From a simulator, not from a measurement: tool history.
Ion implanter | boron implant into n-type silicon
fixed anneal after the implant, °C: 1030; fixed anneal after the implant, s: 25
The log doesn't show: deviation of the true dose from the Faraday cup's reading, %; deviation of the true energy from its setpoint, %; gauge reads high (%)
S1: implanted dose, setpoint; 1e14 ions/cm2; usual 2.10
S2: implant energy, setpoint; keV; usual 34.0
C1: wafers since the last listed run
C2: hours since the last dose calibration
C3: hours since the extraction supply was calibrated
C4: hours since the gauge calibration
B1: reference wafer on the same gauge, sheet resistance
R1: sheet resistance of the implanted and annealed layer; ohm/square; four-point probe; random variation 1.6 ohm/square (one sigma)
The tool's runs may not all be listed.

run 1 hour=0.0 | S1=2.10 S2=34.0 | C1=0 C2=996.2 C3=2952.9 C4=557.6 | B1=417.43 | R1=402.00
run 2 hour=46.3 | S1=2.10 S2=34.0 | C1=635 C2=1042.5 C3=2999.2 C4=603.9 | B1=417.50 | R1=400.22
run 3 hour=112.8 | S1=2.10 S2=34.0 | C1=912 C2=1109.0 C3=3065.7 C4=670.4 | B1=416.10 | R1=397.31
run 4 hour=139.5 | S1=2.10 S2=34.0 | C1=366 C2=1135.7 C3=3092.4 C4=697.1 | B1=416.21 | R1=400.28
run 5 hour=167.1 | S1=2.10 S2=34.0 | C1=378 C2=1163.3 C3=3120.0 C4=724.7 | B1=416.97 | R1=401.22
run 6 hour=218.2 | S1=1.71 S2=41.0 | C1=701 C2=1214.4 C3=3171.1 C4=775.8 | B1=417.50 | R1=452.74
run 7 hour=289.4 | S1=1.71 S2=41.0 | C1=977 C2=1285.6 C3=3242.3 C4=847.0 | B1=416.69 | R1=451.73
run 8 hour=322.4 | S1=1.65 S2=34.0 | C1=452 C2=1318.6 C3=3275.3 C4=880.0 | B1=417.04 | R1=473.69
-- hour=331.5 gauge calibrated
run 9 hour=369.4 | S1=2.37 S2=45.5 | C1=645 C2=1365.6 C3=3322.3 C4=37.9 | B1=416.90 | R1=346.21
run 10 hour=408.8 | S1=1.47 S2=44.0 | C1=540 C2=1405.0 C3=3361.7 C4=77.3 | B1=416.41 | R1=499.05
run 11 hour=457.8 | S1=2.32 S2=41.5 | C1=672 C2=1454.0 C3=3410.7 C4=126.3 | B1=415.89 | R1=356.83
run 12 hour=492.8 | S1=2.40 S2=44.0 | C1=480 C2=1489.0 C3=3445.7 C4=161.3 | B1=416.69 | R1=344.42
run 13 hour=518.5 | S1=2.10 S2=34.0 | C1=352 C2=1514.7 C3=3471.4 C4=187.0 | B1=416.99 | R1=392.36
run 14 hour=547.6 | S1=2.29 S2=23.5 | C1=399 C2=1543.8 C3=3500.5 C4=216.1 | B1=417.34 | R1=380.52
-- hour=570.5 extraction supply calibrated
-- hour=582.1 Faraday cup replaced and dose calibrated
run 15 hour=612.0 | S1=1.71 S2=41.0 | C1=664 C2=29.9 C3=41.5 C4=280.5 | B1=417.19 | R1=467.61
run 16 hour=675.0 | S1=2.40 S2=34.0 | C1=864 C2=92.9 C3=104.5 C4=343.5 | B1=417.70 | R1=369.76
run 17 hour=728.3 | S1=1.80 S2=34.0 | C1=731 C2=146.2 C3=157.8 C4=396.8 | B1=417.12 | R1=457.97

4 ways to go on from here, each from the tool as it stands after run 17. What would each give?
run A hour=728.7 | S1=2.10 S2=34.0 | C1=5 C2=146.6 C3=158.2 C4=397.2 | B1=? | R1=?
run B hour=728.7 | S1=1.48 S2=24.0 | C1=5 C2=146.6 C3=158.2 C4=397.2 | B1=? | R1=?
run C hour=728.7 | S1=1.83 S2=34.0 | C1=5 C2=146.6 C3=158.2 C4=397.2 | B1=? | R1=?
run D hour=728.7 | S1=2.26 S2=25.0 | C1=5 C2=146.6 C3=158.2 C4=397.2 | B1=? | R1=?

run=A B1=416.87 R1=410.45
run=B B1=416.87 R1=566.03
run=C B1=416.87 R1=456.55
run=D B1=416.87 R1=401.93
Without the tool's hidden state the same runs would have given:
run=A R1=408.87
run=B R1=563.84
run=C R1=454.82
run=D R1=400.32
